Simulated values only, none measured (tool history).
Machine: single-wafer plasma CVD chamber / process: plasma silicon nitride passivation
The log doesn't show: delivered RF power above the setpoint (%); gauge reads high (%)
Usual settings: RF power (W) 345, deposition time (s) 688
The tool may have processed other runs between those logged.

run,hour,RF power (W),deposition time (s),wafers since the last listed run,hours since the last RF generator calibration,hours since the showerhead was replaced,hours since the gauge calibration,"read-back reference wafer on the same gauge, thickness_nm",mean film thickness on the monitor wafer (Å)
1,0,370,688,0,1513.4,6169,388,1027.894,9672.64
2,17,345,688,66,1530.4,6186,405,1028.557,9446.65
3,44.5,345,688,108,1557.9,6213.5,432.5,1027.888,9477.71
4,77.9,345,688,131,1591.3,6246.9,465.9,1028.164,9393.29
5,90,345,688,47,1603.4,6259,478,1027.706,9458.06
6,125.9,345,633,141,1639.3,6294.9,513.9,1028.315,8624.35
7,146.9,345,633,82,1660.3,6315.9,534.9,1028.491,8658.22
8,172.7,345,688,101,1686.1,6341.7,560.7,1027.941,9426.7
9,195,345,688,87,1708.4,6364,583,1028.091,9416.33
10,223.9,345,688,113,1737.3,6392.9,611.9,1028.015,9400.69
11,236.4,345,688,49,1749.8,6405.4,624.4,1027.91,9391.56
12,270,345,688,132,1783.4,6439,658,1028.778,9441.89
13,299.7,345,638,116,1813.1,6468.7,687.7,1027.754,8745.2
14,332.7,345,638,129,1846.1,6501.7,720.7,1027.284,8710.06
15,348.5,345,638,62,1861.9,6517.5,736.5,1027.36,8730.49
16,376.3,395,632,109,1889.7,6545.3,764.3,1028.046,9028.34
# hour 396.5: gauge calibrated
17,411.7,380,688,139,1925.1,6580.7,15.2,1027.445,9705.35
18,441.9,385,782,118,1955.3,6610.9,45.4,1027.44,11107.96
19,454.3,380,638,48,1967.7,6623.3,57.8,1028.064,9032.42
20,478.3,395,806,94,1991.7,6647.3,81.8,1027.476,11492.61
# hour 548.8: showerhead replaced
21,549.3,345,815,247,2062.7,0.5,152.8,1028.129,11083.24
22,568.2,345,688,74,2081.6,19.4,171.7,1027.798,9380.65
23,588.6,345,634,80,2102,39.8,192.1,1028.065,8650.68
# hour 599.9: RF generator calibrated
24,602.5,345,688,23,2.6,53.7,206,1028.229,9580.06
25,636.3,300,642,132,36.4,87.5,239.8,1027.501,8461.05
26,666.4,345,688,118,66.5,117.6,269.9,1027.93,9576.17
27,692.7,345,688,103,92.8,143.9,296.2,1027.693,9591.43
28,743.6,405,784,200,143.7,194.8,347.1,1028.462,11570.56
29,838.1,345,688,371,238.2,289.3,441.6,1028.062,9575.13
30,854.3,285,612,63,254.4,305.5,457.8,1028.021,7947.09
31,872.6,295,688,71,272.7,323.8,476.1,1028.093,9005.86
32,905.5,345,634,129,305.6,356.7,509,1027.467,8815.53

What does the tool deliver on the next run?
33,923.4,280,688,70,323.5,374.6,526.9,?,?

{"run 33": {"read-back reference wafer on the same gauge, thickness_nm": 1028.078, "mean film thickness on the monitor wafer (Å)": 8846.27}}
Had the tool carried no hidden state, the very same run would have given mean film thickness on the monitor wafer (Å) 8852.02.
